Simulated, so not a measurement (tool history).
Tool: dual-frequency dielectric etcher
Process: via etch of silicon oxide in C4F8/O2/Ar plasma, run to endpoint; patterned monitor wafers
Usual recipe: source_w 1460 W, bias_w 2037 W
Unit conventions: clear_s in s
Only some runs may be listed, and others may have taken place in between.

| run | day | source_w | bias_w | wafers since the last listed run | hours since the last wet clean | hours since the last source power generator calibration | hours since the last bias power generator calibration | hours since the last upper electrode change | incoming incoming film thickness, nm | clear_s |
|---|---|---|---|---|---|---|---|---|---|---|
| 1 | 0.000 | 1370 | 2323 | 0 | 610.4 | 3117.8 | 2933.8 | 4672.5 | 1056.6 | 241.1 |
| 2 | 1.546 | 1460 | 2037 | 182 | 647.5 | 3154.9 | 2970.9 | 4709.6 | 1067.0 | 254.5 |
|  | 2.833 | wet clean of the chamber |
| 3 | 4.438 | 1460 | 2037 | 223 | 38.5 | 3224.3 | 3040.3 | 4779.0 | 1067.4 | 244.9 |
| 4 | 8.354 | 1460 | 1802 | 463 | 132.5 | 3318.3 | 3134.3 | 4873.0 | 1080.1 | 265.2 |
| 5 | 10.229 | 1260 | 2274 | 221 | 177.5 | 3363.3 | 3179.3 | 4918.0 | 1072.7 | 250.8 |
| 6 | 18.979 | 1660 | 2037 | 1035 | 387.5 | 3573.3 | 3389.3 | 5128.0 | 1076.0 | 240.6 |
| 7 | 23.175 | 1460 | 2037 | 496 | 488.2 | 3674.0 | 3490.0 | 5228.7 | 1068.3 | 253.9 |
| 8 | 25.300 | 1460 | 2037 | 251 | 539.2 | 3725.0 | 3541.0 | 5279.7 | 1070.2 | 254.1 |
| 9 | 27.054 | 1460 | 2037 | 207 | 581.3 | 3767.1 | 3583.1 | 5321.8 | 1070.2 | 252.8 |
|  | 29.646 | wet clean of the chamber |
|  | 31.788 | upper electrode replaced |
| 10 | 31.808 | 1640 | 2037 | 325 | 51.9 | 3881.2 | 3697.2 | 0.5 | 1054.8 | 235.9 |
| 11 | 35.529 | 1640 | 2037 | 440 | 141.2 | 3970.5 | 3786.5 | 89.8 | 1067.8 | 236.2 |
| 12 | 39.100 | 1350 | 2037 | 422 | 226.9 | 4056.2 | 3872.2 | 175.5 | 1078.3 | 260.6 |
| 13 | 40.617 | 1460 | 1802 | 179 | 263.3 | 4092.6 | 3908.6 | 211.9 | 1059.9 | 265.9 |
| 14 | 42.158 | 1710 | 2199 | 182 | 300.3 | 4129.6 | 3945.6 | 248.9 | 1060.9 | 229.4 |
| 15 | 44.492 | 1250 | 2423 | 276 | 356.3 | 4185.6 | 4001.6 | 304.9 | 1070.4 | 249.1 |
|  | 47.246 | source power generator calibrated |
| 16 | 48.108 | 1250 | 1867 | 408 | 443.1 | 20.7 | 4088.4 | 391.7 | 1066.6 | 280.5 |
| 17 | 51.438 | 1730 | 2037 | 393 | 523.0 | 100.6 | 4168.3 | 471.6 | 1064.5 | 236.3 |
|  | 54.879 | wet clean of the chamber |
| 18 | 55.200 | 1460 | 2037 | 326 | 7.7 | 190.9 | 4258.6 | 561.9 | 1069.4 | 246.5 |
| 19 | 57.221 | 1120 | 2252 | 239 | 56.2 | 239.4 | 4307.1 | 610.4 | 1058.7 | 255.1 |
|  | 59.521 | bias power generator calibrated |
| 20 | 61.100 | 1120 | 1724 | 439 | 149.3 | 332.5 | 37.9 | 703.5 | 1073.4 | 299.3 |
| 21 | 62.721 | 1780 | 2037 | 191 | 188.2 | 371.4 | 76.8 | 742.4 | 1067.5 | 228.2 |
| 22 | 65.158 | 1370 | 2323 | 288 | 246.7 | 429.9 | 135.3 | 800.9 | 1078.7 | 243.3 |
| 23 | 68.008 | 1770 | 1744 | 337 | 315.1 | 498.3 | 203.7 | 869.3 | 1062.1 | 251.5 |
| 24 | 70.362 | 1460 | 2037 | 278 | 371.6 | 554.8 | 260.2 | 925.8 | 1070.7 | 249.3 |
| 25 | 74.683 | 1770 | 2343 | 511 | 475.3 | 658.5 | 363.9 | 1029.5 | 1086.7 | 225.7 |
| 26 | 76.342 | 1370 | 1765 | 196 | 515.1 | 698.3 | 403.7 | 1069.3 | 1066.4 | 276.4 |
| 27 | 80.550 | 1750 | 1571 | 497 | 616.1 | 799.3 | 504.7 | 1170.3 | 1089.9 | 271.2 |
| 28 | 82.108 | 1250 | 2298 | 184 | 653.5 | 836.7 | 542.1 | 1207.7 | 1072.4 | 257.6 |
|  | 85.079 | wet clean of the chamber |
| 29 | 86.117 | 1690 | 2408 | 355 | 24.9 | 932.9 | 638.3 | 1303.9 | 1072.3 | 217.6 |
| 30 | 89.025 | 1460 | 2037 | 344 | 94.7 | 1002.7 | 708.1 | 1373.7 | 1064.7 | 247.2 |
| 31 | 91.988 | 1460 | 2495 | 350 | 165.8 | 1073.8 | 779.2 | 1444.8 | 1067.9 | 229.0 |
| 32 | 96.133 | 1200 | 2336 | 490 | 265.3 | 1173.3 | 878.7 | 1544.3 | 1061.9 | 255.1 |
| 33 | 100.017 | 1560 | 2037 | 459 | 358.5 | 1266.5 | 971.9 | 1637.5 | 1074.4 | 246.7 |
| 34 | 103.317 | 1280 | 1869 | 390 | 437.7 | 1345.7 | 1051.1 | 1716.7 | 1077.3 | 280.0 |
| 35 | 106.908 | 1330 | 2390 | 424 | 523.9 | 1431.9 | 1137.3 | 1802.9 | 1059.1 | 242.8 |

Each run again, without the hidden state but with its own random variation kept:
What the log doesn't record here: etch rate over this chamber's usual, %; source power that arrives over what is set, %; bias power that arrives over what is set, %.
| run | clear_s |
|---|---|
| 1 | 233.6 |
| 2 | 246.0 |
| 3 | 245.2 |
| 4 | 264.1 |
| 5 | 249.1 |
| 6 | 236.2 |
| 7 | 247.9 |
| 8 | 247.4 |
| 9 | 245.4 |
| 10 | 235.2 |
| 11 | 234.3 |
| 12 | 257.2 |
| 13 | 261.9 |
| 14 | 225.5 |
| 15 | 244.1 |
| 16 | 273.6 |
| 17 | 229.4 |
| 18 | 247.2 |
| 19 | 255.2 |
| 20 | 297.8 |
| 21 | 226.6 |
| 22 | 240.8 |
| 23 | 248.0 |
| 24 | 245.0 |
| 25 | 220.5 |
| 26 | 269.5 |
| 27 | 262.8 |
| 28 | 249.1 |
| 29 | 216.9 |
| 30 | 245.5 |
| 31 | 226.5 |
| 32 | 250.9 |
| 33 | 241.3 |
| 34 | 272.7 |
| 35 | 235.3 |
